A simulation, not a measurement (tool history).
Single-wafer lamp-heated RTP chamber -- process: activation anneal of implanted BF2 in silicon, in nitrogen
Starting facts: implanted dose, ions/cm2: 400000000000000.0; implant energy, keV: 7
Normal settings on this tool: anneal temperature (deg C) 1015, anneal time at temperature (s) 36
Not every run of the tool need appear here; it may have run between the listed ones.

| run | hour | anneal temperature (deg C) | anneal time at temperature (s) | read-back reference wafer on the same gauge, sheet resistance | sheet resistance of the implanted and annealed layer (ohm/square) |
|---|---|---|---|---|---|
| 1 | 0.0 | 1004 | 36 | 316.54 | 378.03 |
| 2 | 28.9 | 1004 | 36 | 315.68 | 371.59 |
| 3 | 80.5 | 1015 | 36 | 315.60 | 356.92 |
| 4 | 149.4 | 1015 | 36 | 315.86 | 355.14 |
| 5 | 181.2 | 1015 | 47 | 316.28 | 347.03 |
| 6 | 241.4 | 1015 | 47 | 315.68 | 357.90 |
| 7 | 283.3 | 1015 | 47 | 315.63 | 354.85 |
| 8 | 311.0 | 1015 | 36 | 316.45 | 365.16 |
| 9 | 351.5 | 999 | 36 | 316.33 | 385.88 |
| 10 | 395.8 | 999 | 36 | 315.37 | 379.39 |
| 11 | 479.7 | 999 | 36 | 316.16 | 378.39 |
| 12 | 519.3 | 1032 | 36 | 315.44 | 329.84 |
| 13 | 545.9 | 1032 | 36 | 316.03 | 331.24 |
| 14 | 609.9 | 1032 | 36 | 315.81 | 329.44 |
| 15 | 720.8 | 1015 | 36 | 315.01 | 353.87 |
| 16 | 749.9 | 1015 | 36 | 315.59 | 353.31 |
| 17 | 780.7 | 1015 | 36 | 315.96 | 365.12 |
| 18 | 823.6 | 997 | 17 | 316.28 | 413.38 |
| 19 | 876.1 | 1023 | 50 | 315.53 | 336.53 |
| 20 | 917.4 | 1037 | 49 | 315.78 | 316.19 |
| 21 | 965.9 | 1027 | 48 | 316.32 | 332.49 |
| 22 | 1003.2 | 1040 | 43 | 315.89 | 318.30 |
| 23 | 1039.3 | 991 | 48 | 315.67 | 379.76 |
| 24 | 1097.0 | 996 | 30 | 316.55 | 388.71 |
| 25 | 1136.4 | 1029 | 52 | 316.18 | 323.78 |
| 26 | 1198.6 | 1043 | 42 | 315.61 | 308.32 |
| 27 | 1260.8 | 1015 | 56 | 315.48 | 344.91 |
| 28 | 1315.5 | 1040 | 36 | 316.77 | 327.32 |
| 29 | 1368.6 | 1015 | 36 | 315.24 | 363.04 |
| 30 | 1407.9 | 1004 | 36 | 315.93 | 374.72 |
| 31 | 1439.9 | 1015 | 36 | 316.43 | 362.30 |
| 32 | 1490.0 | 1015 | 36 | 315.43 | 358.39 |
| 33 | 1543.8 | 1015 | 36 | 315.23 | 358.68 |
| 34 | 1606.1 | 999 | 36 | 316.36 | 378.80 |
| 35 | 1676.3 | 1015 | 36 | 316.34 | 357.80 |

Withheld: 6 entries from between the runs. Position of each, and hidden state at the listed run before versus the listed run after:
Between runs 2 and 3: gauge calibrated (hour 51.1)
  true wafer temperature minus pyrometer reading, K: 5.07 -> 5.92
  measured less the result without the state, sheet resistance of the implanted and annealed layer (ohm/square): -5.63 -> -7.79
Between runs 5 and 6: pyrometer window cleaned and pyrometer calibrated (hour 218.1)
  true wafer temperature minus pyrometer reading, K: 7.6 -> 0.871
  measured less the result without the state, sheet resistance of the implanted and annealed layer (ohm/square): -10.75 -> -1.18
Between runs 16 and 17: pyrometer window cleaned and pyrometer calibrated (hour 780.2)
  true wafer temperature minus pyrometer reading, K: 9.33 -> 0.564
  measured less the result without the state, sheet resistance of the implanted and annealed layer (ohm/square): -12.84 -> -0.70
Between runs 23 and 24: reflector plate cleaned (hour 1086.7)
  true wafer temperature minus pyrometer reading, K: 4.87 -> 5.83
  measured less the result without the state, sheet resistance of the implanted and annealed layer (ohm/square): -6.43 -> -7.17
Between runs 26 and 27: pyrometer window cleaned and pyrometer calibrated (hour 1250.6)
  true wafer temperature minus pyrometer reading, K: 7.52 -> 1.1
  measured less the result without the state, sheet resistance of the implanted and annealed layer (ohm/square): -8.14 -> -1.56
Between runs 27 and 28: gauge calibrated (hour 1262.3)
  true wafer temperature minus pyrometer reading, K: 1.1 -> 2.01
  measured less the result without the state, sheet resistance of the implanted and annealed layer (ohm/square): -1.56 -> -2.83
